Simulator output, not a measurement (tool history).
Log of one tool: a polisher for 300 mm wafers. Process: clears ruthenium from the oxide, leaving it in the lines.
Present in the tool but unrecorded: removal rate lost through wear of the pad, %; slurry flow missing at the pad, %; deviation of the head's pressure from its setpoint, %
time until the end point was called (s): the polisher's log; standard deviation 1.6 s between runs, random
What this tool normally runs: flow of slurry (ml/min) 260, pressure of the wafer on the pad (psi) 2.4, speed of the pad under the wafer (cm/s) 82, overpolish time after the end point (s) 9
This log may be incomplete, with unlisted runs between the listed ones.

| run | day | flow of slurry (ml/min) | pressure of the wafer on the pad (psi) | speed of the pad under the wafer (cm/s) | overpolish time after the end point (s) | wafers since the last listed run | wafers polished on this pad | hours since the slurry nozzle was cleaned | hours since the head pressure was calibrated | incoming thickness of the incoming film, nm | time until the end point was called (s) |
|---|---|---|---|---|---|---|---|---|---|---|---|
| 1 | 0.000 | 260 | 2.4 | 82 | 9 | 0 | 3 | 125.2 | 887.7 | 138.4 | 118.6 |
| 2 | 2.296 | 260 | 2.4 | 82 | 9 | 545 | 549 | 180.3 | 942.8 | 139.6 | 120.7 |
| 3 | 5.308 | 260 | 2.4 | 82 | 9 | 715 | 1264 | 252.6 | 1015.1 | 137.2 | 115.9 |
| 4 | 8.125 | 260 | 2.4 | 82 | 9 | 669 | 1933 | 320.2 | 1082.7 | 138.6 | 116.3 |
| 5 | 11.346 | 260 | 2.4 | 82 | 9 | 765 | 2699 | 397.5 | 1160.0 | 139.4 | 118.5 |
|  | 13.575 | head pressure recalibrated |
|  | 13.683 | slurry nozzle cleaned |
| 6 | 14.071 | 260 | 2.7 | 82 | 9 | 617 | 3316 | 9.3 | 11.9 | 138.7 | 105.9 |
|  | 16.583 | worn pad replaced by a new one |
| 7 | 16.688 | 260 | 2.7 | 82 | 9 | 582 | 25 | 72.1 | 74.7 | 140.0 | 106.4 |
| 8 | 18.650 | 260 | 2.7 | 82 | 9 | 466 | 491 | 119.2 | 121.8 | 140.1 | 107.3 |
| 9 | 21.067 | 260 | 2.4 | 82 | 9 | 574 | 1065 | 177.2 | 179.8 | 137.3 | 116.9 |
| 10 | 24.558 | 260 | 2.4 | 82 | 9 | 829 | 1895 | 261.0 | 263.6 | 138.5 | 116.7 |
| 11 | 27.267 | 260 | 2.4 | 82 | 9 | 643 | 2538 | 326.0 | 328.6 | 139.9 | 117.1 |
| 12 | 31.079 | 260 | 2.4 | 82 | 9 | 905 | 3444 | 417.5 | 420.1 | 141.1 | 117.5 |
|  | 33.446 | worn pad replaced by a new one |
|  | 34.058 | slurry nozzle cleaned |
| 13 | 35.117 | 260 | 2.4 | 82 | 9 | 909 | 387 | 25.4 | 517.0 | 138.0 | 117.8 |
| 14 | 37.358 | 260 | 2.4 | 66 | 9 | 532 | 919 | 79.2 | 570.8 | 139.7 | 147.4 |
| 15 | 39.483 | 280 | 2.4 | 82 | 12 | 504 | 1424 | 130.2 | 621.8 | 141.4 | 116.2 |
| 16 | 43.879 | 260 | 2.4 | 82 | 9 | 1044 | 2469 | 235.7 | 727.3 | 139.7 | 118.5 |
| 17 | 46.471 | 200 | 1.9 | 64 | 7 | 615 | 3084 | 297.9 | 789.5 | 138.4 | 186.2 |
| 18 | 48.442 | 180 | 2.4 | 108 | 12 | 468 | 3553 | 345.2 | 836.8 | 140.8 | 95.2 |
|  | 50.038 | slurry nozzle cleaned |
| 19 | 50.512 | 300 | 1.8 | 74 | 5 | 482 | 4035 | 11.4 | 886.5 | 141.9 | 163.3 |
|  | 52.021 | worn pad replaced by a new one |
| 20 | 52.671 | 180 | 2.4 | 82 | 5 | 473 | 154 | 63.2 | 938.3 | 141.2 | 125.2 |
|  | 55.079 | head pressure recalibrated |
| 21 | 55.271 | 180 | 2.4 | 108 | 12 | 597 | 752 | 125.6 | 4.6 | 137.8 | 94.4 |
| 22 | 57.829 | 260 | 2.4 | 82 | 11 | 607 | 1360 | 187.0 | 66.0 | 141.6 | 121.0 |
| 23 | 62.004 | 260 | 2.4 | 54 | 9 | 991 | 2352 | 287.2 | 166.2 | 138.7 | 179.0 |
| 24 | 63.900 | 260 | 2.4 | 82 | 9 | 450 | 2802 | 332.7 | 211.7 | 141.7 | 119.3 |
| 25 | 65.454 | 190 | 2.7 | 82 | 6 | 369 | 3171 | 370.0 | 249.0 | 137.6 | 113.2 |
|  | 66.429 | worn pad replaced by a new one |
|  | 67.979 | slurry nozzle cleaned |
| 26 | 68.858 | 260 | 2.4 | 82 | 9 | 759 | 567 | 21.1 | 330.7 | 139.2 | 118.8 |
| 27 | 71.696 | 260 | 2.4 | 82 | 9 | 674 | 1241 | 89.2 | 398.8 | 141.4 | 121.4 |
| 28 | 76.154 | 335 | 3.1 | 104 | 9 | 1059 | 2300 | 196.2 | 505.8 | 143.1 | 75.0 |
| 29 | 78.917 | 260 | 2.4 | 82 | 9 | 656 | 2957 | 262.5 | 572.1 | 139.2 | 121.8 |
| 30 | 81.771 | 315 | 3.2 | 82 | 9 | 678 | 3635 | 331.0 | 640.6 | 139.5 | 90.9 |

How the hidden state differs across the entries between the runs, from the last listed run before each to the first after it:
Runs 5 to 6: head pressure recalibrated (day 13.575); slurry nozzle cleaned (day 13.683)
  nothing in the hidden state changes from one run to the other
Runs 6 to 7: worn pad replaced by a new one (day 16.583)
  nothing in the hidden state changes from one run to the other
Runs 12 to 13: worn pad replaced by a new one (day 33.446); slurry nozzle cleaned (day 34.058)
  nothing in the hidden state changes from one run to the other
Runs 18 to 19: slurry nozzle cleaned (day 50.038)
  nothing in the hidden state changes from one run to the other
Runs 19 to 20: worn pad replaced by a new one (day 52.021)
  nothing in the hidden state changes from one run to the other
Runs 20 to 21: head pressure recalibrated (day 55.079)
  nothing in the hidden state changes from one run to the other
Runs 25 to 26: worn pad replaced by a new one (day 66.429); slurry nozzle cleaned (day 67.979)
  nothing in the hidden state changes from one run to the other

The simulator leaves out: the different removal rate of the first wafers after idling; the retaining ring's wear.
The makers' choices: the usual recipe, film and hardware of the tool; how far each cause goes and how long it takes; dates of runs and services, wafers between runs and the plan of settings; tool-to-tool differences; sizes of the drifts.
